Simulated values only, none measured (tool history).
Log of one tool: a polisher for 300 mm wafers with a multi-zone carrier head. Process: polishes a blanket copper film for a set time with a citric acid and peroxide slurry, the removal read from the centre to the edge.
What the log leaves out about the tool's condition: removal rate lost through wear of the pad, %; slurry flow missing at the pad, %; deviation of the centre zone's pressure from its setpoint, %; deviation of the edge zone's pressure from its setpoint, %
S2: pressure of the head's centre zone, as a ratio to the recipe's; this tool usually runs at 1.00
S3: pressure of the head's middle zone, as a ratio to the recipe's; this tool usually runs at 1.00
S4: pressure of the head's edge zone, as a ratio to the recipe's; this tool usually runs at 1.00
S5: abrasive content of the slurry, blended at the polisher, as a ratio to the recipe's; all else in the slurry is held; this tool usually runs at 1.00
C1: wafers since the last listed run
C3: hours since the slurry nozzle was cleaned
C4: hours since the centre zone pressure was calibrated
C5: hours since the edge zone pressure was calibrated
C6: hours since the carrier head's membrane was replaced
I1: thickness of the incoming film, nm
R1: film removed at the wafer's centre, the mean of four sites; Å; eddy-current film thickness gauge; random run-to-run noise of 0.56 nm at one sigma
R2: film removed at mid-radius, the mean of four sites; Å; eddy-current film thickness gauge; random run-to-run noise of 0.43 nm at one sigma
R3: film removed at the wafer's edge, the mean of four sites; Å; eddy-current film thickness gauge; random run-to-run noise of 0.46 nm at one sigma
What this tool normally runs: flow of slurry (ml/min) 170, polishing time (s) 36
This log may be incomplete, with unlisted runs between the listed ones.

run 1 hour=0.0 | flow_of_slurry_(ml/min)=170 S2=1.00 S3=1.00 S4=1.00 S5=1.00 polishing_time_(s)=36 | C1=0 wafers_polished_on_this_pad=2363 C3=160.2 C4=927.1 C5=37.5 C6=1528.5 | I1=1066.4 | R1=609 R2=601 R3=609
-- hour=21.3 worn pad replaced by a new one
run 2 hour=21.8 | flow_of_slurry_(ml/min)=170 S2=1.00 S3=1.00 S4=1.00 S5=1.00 polishing_time_(s)=36 | C1=243 wafers_polished_on_this_pad=6 C3=182.0 C4=948.9 C5=59.3 C6=1550.3 | I1=1059.0 | R1=605 R2=594 R3=612
run 3 hour=48.2 | flow_of_slurry_(ml/min)=170 S2=1.00 S3=1.00 S4=1.00 S5=0.85 polishing_time_(s)=46 | C1=361 wafers_polished_on_this_pad=367 C3=208.4 C4=975.3 C5=85.7 C6=1576.7 | I1=1052.8 | R1=748 R2=746 R3=767
run 4 hour=62.0 | flow_of_slurry_(ml/min)=130 S2=1.00 S3=1.00 S4=1.00 S5=1.00 polishing_time_(s)=36 | C1=188 wafers_polished_on_this_pad=556 C3=222.2 C4=989.1 C5=99.5 C6=1590.5 | I1=1071.3 | R1=568 R2=568 R3=594
run 5 hour=75.9 | flow_of_slurry_(ml/min)=170 S2=1.00 S3=1.10 S4=0.94 S5=1.00 polishing_time_(s)=36 | C1=190 wafers_polished_on_this_pad=746 C3=236.1 C4=1003.0 C5=113.4 C6=1604.4 | I1=1073.8 | R1=622 R2=631 R3=593
-- hour=82.0 carrier head's membrane replaced by a new one
run 6 hour=106.9 | flow_of_slurry_(ml/min)=170 S2=1.00 S3=1.00 S4=1.00 S5=0.75 polishing_time_(s)=40 | C1=355 wafers_polished_on_this_pad=1102 C3=267.1 C4=1034.0 C5=144.4 C6=24.9 | I1=1048.9 | R1=652 R2=643 R3=664
run 7 hour=160.4 | flow_of_slurry_(ml/min)=170 S2=1.00 S3=1.00 S4=1.09 S5=1.00 polishing_time_(s)=36 | C1=731 wafers_polished_on_this_pad=1834 C3=320.6 C4=1087.5 C5=197.9 C6=78.4 | I1=1042.8 | R1=619 R2=598 R3=626
run 8 hour=176.2 | flow_of_slurry_(ml/min)=135 S2=1.08 S3=0.88 S4=0.90 S5=1.00 polishing_time_(s)=36 | C1=216 wafers_polished_on_this_pad=2050 C3=336.4 C4=1103.3 C5=213.7 C6=94.2 | I1=1065.7 | R1=619 R2=534 R3=566
run 9 hour=190.3 | flow_of_slurry_(ml/min)=170 S2=1.00 S3=1.00 S4=1.00 S5=1.00 polishing_time_(s)=36 | C1=192 wafers_polished_on_this_pad=2243 C3=350.5 C4=1117.4 C5=227.8 C6=108.3 | I1=1049.1 | R1=621 R2=597 R3=610
-- hour=211.1 worn pad replaced by a new one
run 10 hour=211.6 | flow_of_slurry_(ml/min)=170 S2=1.00 S3=1.00 S4=1.11 S5=1.00 polishing_time_(s)=36 | C1=236 wafers_polished_on_this_pad=6 C3=371.8 C4=1138.7 C5=249.1 C6=129.6 | I1=1060.9 | R1=619 R2=599 R3=632
run 11 hour=237.7 | flow_of_slurry_(ml/min)=150 S2=0.97 S3=0.94 S4=1.00 S5=1.00 polishing_time_(s)=29 | C1=356 wafers_polished_on_this_pad=363 C3=397.9 C4=1164.8 C5=275.2 C6=155.7 | I1=1043.3 | R1=469 R2=455 R3=490
run 12 hour=262.6 | flow_of_slurry_(ml/min)=170 S2=1.00 S3=1.00 S4=1.00 S5=1.00 polishing_time_(s)=36 | C1=340 wafers_polished_on_this_pad=703 C3=422.8 C4=1189.7 C5=300.1 C6=180.6 | I1=1051.8 | R1=619 R2=603 R3=613
run 13 hour=288.4 | flow_of_slurry_(ml/min)=170 S2=1.00 S3=1.03 S4=1.00 S5=1.00 polishing_time_(s)=48 | C1=352 wafers_polished_on_this_pad=1056 C3=448.6 C4=1215.5 C5=325.9 C6=206.4 | I1=1061.6 | R1=807 R2=812 R3=819
run 14 hour=301.4 | flow_of_slurry_(ml/min)=195 S2=1.00 S3=1.00 S4=1.00 S5=1.10 polishing_time_(s)=36 | C1=177 wafers_polished_on_this_pad=1234 C3=461.6 C4=1228.5 C5=338.9 C6=219.4 | I1=1055.9 | R1=640 R2=627 R3=632
run 15 hour=316.6 | flow_of_slurry_(ml/min)=170 S2=1.00 S3=1.00 S4=1.00 S5=1.00 polishing_time_(s)=27 | C1=207 wafers_polished_on_this_pad=1442 C3=476.8 C4=1243.7 C5=354.1 C6=234.6 | I1=1063.1 | R1=457 R2=453 R3=463
run 16 hour=339.8 | flow_of_slurry_(ml/min)=190 S2=1.09 S3=1.00 S4=1.00 S5=1.00 polishing_time_(s)=36 | C1=317 wafers_polished_on_this_pad=1759 C3=500.0 C4=1266.9 C5=377.3 C6=257.8 | I1=1059.4 | R1=674 R2=602 R3=615
run 17 hour=353.9 | flow_of_slurry_(ml/min)=155 S2=1.09 S3=1.06 S4=1.00 S5=0.90 polishing_time_(s)=36 | C1=192 wafers_polished_on_this_pad=1952 C3=514.1 C4=1281.0 C5=391.4 C6=271.9 | I1=1063.5 | R1=636 R2=601 R3=588
-- hour=359.8 centre zone pressure recalibrated
-- hour=403.7 slurry nozzle cleaned
-- hour=404.1 worn pad replaced by a new one
run 18 hour=453.5 | flow_of_slurry_(ml/min)=170 S2=1.00 S3=1.08 S4=1.00 S5=0.85 polishing_time_(s)=46 | C1=1316 wafers_polished_on_this_pad=676 C3=49.8 C4=93.7 C5=491.0 C6=371.5 | I1=1075.4 | R1=765 R2=788 R3=762
run 19 hour=476.6 | flow_of_slurry_(ml/min)=170 S2=1.00 S3=1.00 S4=1.00 S5=1.00 polishing_time_(s)=36 | C1=315 wafers_polished_on_this_pad=992 C3=72.9 C4=116.8 C5=514.1 C6=394.6 | I1=1076.2 | R1=611 R2=600 R3=611
run 20 hour=491.1 | flow_of_slurry_(ml/min)=170 S2=1.00 S3=1.12 S4=1.00 S5=1.00 polishing_time_(s)=36 | C1=198 wafers_polished_on_this_pad=1190 C3=87.4 C4=131.3 C5=528.6 C6=409.1 | I1=1057.4 | R1=608 R2=651 R3=605
run 21 hour=526.7 | flow_of_slurry_(ml/min)=130 S2=0.95 S3=1.00 S4=1.00 S5=0.75 polishing_time_(s)=43 | C1=486 wafers_polished_on_this_pad=1677 C3=123.0 C4=166.9 C5=564.2 C6=444.7 | I1=1045.5 | R1=642 R2=647 R3=666
run 22 hour=623.3 | flow_of_slurry_(ml/min)=170 S2=1.00 S3=1.00 S4=1.00 S5=1.00 polishing_time_(s)=36 | C1=1321 wafers_polished_on_this_pad=2998 C3=219.6 C4=263.5 C5=660.8 C6=541.3 | I1=1060.4 | R1=609 R2=593 R3=613

Forecast each of these 4 alternatives for the next run:
run A hour=623.7 | flow_of_slurry_(ml/min)=170 S2=1.00 S3=1.00 S4=1.00 S5=1.00 polishing_time_(s)=48 | C1=5 wafers_polished_on_this_pad=3004 C3=220.0 C4=263.9 C5=661.2 C6=541.7 | I1=1062.4 | R1=? R2=? R3=?
run B hour=623.7 | flow_of_slurry_(ml/min)=170 S2=1.00 S3=1.09 S4=1.00 S5=1.00 polishing_time_(s)=36 | C1=5 wafers_polished_on_this_pad=3004 C3=220.0 C4=263.9 C5=661.2 C6=541.7 | I1=1062.4 | R1=? R2=? R3=?
run C hour=623.7 | flow_of_slurry_(ml/min)=205 S2=1.00 S3=1.00 S4=1.00 S5=1.00 polishing_time_(s)=36 | C1=5 wafers_polished_on_this_pad=3004 C3=220.0 C4=263.9 C5=661.2 C6=541.7 | I1=1062.4 | R1=? R2=? R3=?
run D hour=623.7 | flow_of_slurry_(ml/min)=170 S2=1.00 S3=1.06 S4=1.00 S5=1.00 polishing_time_(s)=45 | C1=5 wafers_polished_on_this_pad=3004 C3=220.0 C4=263.9 C5=661.2 C6=541.7 | I1=1062.4 | R1=? R2=? R3=?

run=A R1=811 R2=798 R3=811
run=B R1=609 R2=630 R3=608
run=C R1=630 R2=617 R3=623
run=D R1=761 R2=775 R3=760
The same runs, with their run-to-run variation unchanged, on a tool lacking any hidden condition would have given:
run=A R1=811 R2=798 R3=811
run=B R1=609 R2=630 R3=608
run=C R1=630 R2=617 R3=623
run=D R1=761 R2=775 R3=760

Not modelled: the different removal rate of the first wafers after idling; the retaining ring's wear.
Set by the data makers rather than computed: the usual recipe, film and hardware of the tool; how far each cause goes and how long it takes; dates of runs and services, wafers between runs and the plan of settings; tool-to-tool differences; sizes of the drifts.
